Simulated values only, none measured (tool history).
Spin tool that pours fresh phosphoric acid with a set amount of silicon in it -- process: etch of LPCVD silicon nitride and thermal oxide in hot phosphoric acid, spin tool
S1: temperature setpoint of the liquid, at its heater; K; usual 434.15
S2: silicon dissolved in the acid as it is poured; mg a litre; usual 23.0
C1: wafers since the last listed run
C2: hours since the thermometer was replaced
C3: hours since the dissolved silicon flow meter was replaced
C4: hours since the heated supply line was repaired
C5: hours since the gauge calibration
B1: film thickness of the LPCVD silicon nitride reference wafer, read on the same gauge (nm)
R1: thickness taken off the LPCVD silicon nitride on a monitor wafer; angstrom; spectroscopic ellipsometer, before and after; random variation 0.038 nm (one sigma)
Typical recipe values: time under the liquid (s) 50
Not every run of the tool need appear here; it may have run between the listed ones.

run 1 hour=0.0 | S1=434.15 S2=8.5 time_under_the_liquid_(s)=50 | C1=0 C2=768.9 C3=635.8 C4=1599.7 C5=1412.3 | B1=149.992 | R1=45.88
run 2 hour=48.4 | S1=434.15 S2=37.5 time_under_the_liquid_(s)=50 | C1=779 C2=817.3 C3=684.2 C4=1648.1 C5=1460.7 | B1=149.999 | R1=45.02
-- hour=95.8 thermometer replaced
run 3 hour=125.5 | S1=434.15 S2=37.5 time_under_the_liquid_(s)=50 | C1=1226 C2=29.7 C3=761.3 C4=1725.2 C5=1537.8 | B1=150.004 | R1=45.62
run 4 hour=173.8 | S1=434.15 S2=23.0 time_under_the_liquid_(s)=50 | C1=778 C2=78.0 C3=809.6 C4=1773.5 C5=1586.1 | B1=150.001 | R1=44.60
run 5 hour=251.7 | S1=434.15 S2=23.0 time_under_the_liquid_(s)=50 | C1=1255 C2=155.9 C3=887.5 C4=1851.4 C5=1664.0 | B1=150.029 | R1=44.92
run 6 hour=292.5 | S1=434.15 S2=36.0 time_under_the_liquid_(s)=70 | C1=657 C2=196.7 C3=928.3 C4=1892.2 C5=1704.8 | B1=149.938 | R1=62.04
run 7 hour=384.9 | S1=434.15 S2=9.5 time_under_the_liquid_(s)=50 | C1=1488 C2=289.1 C3=1020.7 C4=1984.6 C5=1797.2 | B1=149.998 | R1=44.61
run 8 hour=438.6 | S1=433.15 S2=41.5 time_under_the_liquid_(s)=80 | C1=865 C2=342.8 C3=1074.4 C4=2038.3 C5=1850.9 | B1=149.996 | R1=68.81
-- hour=463.4 gauge calibrated
run 9 hour=483.4 | S1=434.15 S2=23.0 time_under_the_liquid_(s)=35 | C1=721 C2=387.6 C3=1119.2 C4=2083.1 C5=20.0 | B1=150.009 | R1=31.23
run 10 hour=587.4 | S1=435.65 S2=40.5 time_under_the_liquid_(s)=40 | C1=1675 C2=491.6 C3=1223.2 C4=2187.1 C5=124.0 | B1=150.052 | R1=37.41
run 11 hour=666.8 | S1=437.15 S2=18.0 time_under_the_liquid_(s)=25 | C1=1279 C2=571.0 C3=1302.6 C4=2266.5 C5=203.4 | B1=149.943 | R1=24.75
run 12 hour=756.2 | S1=434.15 S2=23.0 time_under_the_liquid_(s)=50 | C1=1440 C2=660.4 C3=1392.0 C4=2355.9 C5=292.8 | B1=150.025 | R1=44.49
run 13 hour=825.5 | S1=433.15 S2=28.0 time_under_the_liquid_(s)=75 | C1=1116 C2=729.7 C3=1461.3 C4=2425.2 C5=362.1 | B1=150.003 | R1=63.69
-- hour=905.3 heated supply line repaired
run 14 hour=907.1 | S1=434.15 S2=23.0 time_under_the_liquid_(s)=50 | C1=1298 C2=811.3 C3=1542.9 C4=1.8 C5=443.7 | B1=150.014 | R1=47.02
run 15 hour=957.0 | S1=431.65 S2=33.0 time_under_the_liquid_(s)=50 | C1=804 C2=861.2 C3=1592.8 C4=51.7 C5=493.6 | B1=150.003 | R1=43.27
-- hour=969.3 thermometer replaced
run 16 hour=996.1 | S1=436.15 S2=23.0 time_under_the_liquid_(s)=40 | C1=613 C2=26.8 C3=1631.9 C4=90.8 C5=532.7 | B1=149.960 | R1=40.38
-- hour=1090.7 dissolved silicon flow meter replaced
run 17 hour=1093.1 | S1=435.65 S2=13.5 time_under_the_liquid_(s)=30 | C1=1546 C2=123.8 C3=2.4 C4=187.8 C5=629.7 | B1=149.996 | R1=29.85
run 18 hour=1197.1 | S1=435.65 S2=10.5 time_under_the_liquid_(s)=65 | C1=1675 C2=227.8 C3=106.4 C4=291.8 C5=733.7 | B1=149.972 | R1=63.63
run 19 hour=1474.5 | S1=431.65 S2=34.5 time_under_the_liquid_(s)=35 | C1=4469 C2=505.2 C3=383.8 C4=569.2 C5=1011.1 | B1=150.017 | R1=30.25
run 20 hour=1530.9 | S1=432.65 S2=10.5 time_under_the_liquid_(s)=25 | C1=908 C2=561.6 C3=440.2 C4=625.6 C5=1067.5 | B1=149.974 | R1=22.12
run 21 hour=1569.8 | S1=431.65 S2=8.5 time_under_the_liquid_(s)=75 | C1=626 C2=600.5 C3=479.1 C4=664.5 C5=1106.4 | B1=150.017 | R1=64.94
run 22 hour=1629.8 | S1=435.15 S2=10.0 time_under_the_liquid_(s)=35 | C1=966 C2=660.5 C3=539.1 C4=724.5 C5=1166.4 | B1=149.973 | R1=33.57
-- hour=1701.5 thermometer replaced
run 23 hour=1710.9 | S1=433.15 S2=29.0 time_under_the_liquid_(s)=50 | C1=1290 C2=9.4 C3=620.2 C4=805.6 C5=1247.5 | B1=150.023 | R1=44.78

Each row is a separate what-if for the run after 23, all from the same tool condition, not one after another. Results?
run A hour=1711.3 | S1=434.15 S2=36.0 time_under_the_liquid_(s)=50 | C1=6 C2=9.8 C3=620.6 C4=806.0 C5=1247.9 | B1=? | R1=?
run B hour=1711.3 | S1=434.15 S2=6.5 time_under_the_liquid_(s)=65 | C1=6 C2=9.8 C3=620.6 C4=806.0 C5=1247.9 | B1=? | R1=?
run C hour=1711.3 | S1=434.15 S2=5.0 time_under_the_liquid_(s)=60 | C1=6 C2=9.8 C3=620.6 C4=806.0 C5=1247.9 | B1=? | R1=?

run=A B1=149.990 R1=47.33
run=B B1=149.990 R1=61.52
run=C B1=149.990 R1=56.79
Take away the tool's hidden state, keep each run's random variation, and the runs would have read:
run=A R1=48.42
run=B R1=62.94
run=C R1=58.10

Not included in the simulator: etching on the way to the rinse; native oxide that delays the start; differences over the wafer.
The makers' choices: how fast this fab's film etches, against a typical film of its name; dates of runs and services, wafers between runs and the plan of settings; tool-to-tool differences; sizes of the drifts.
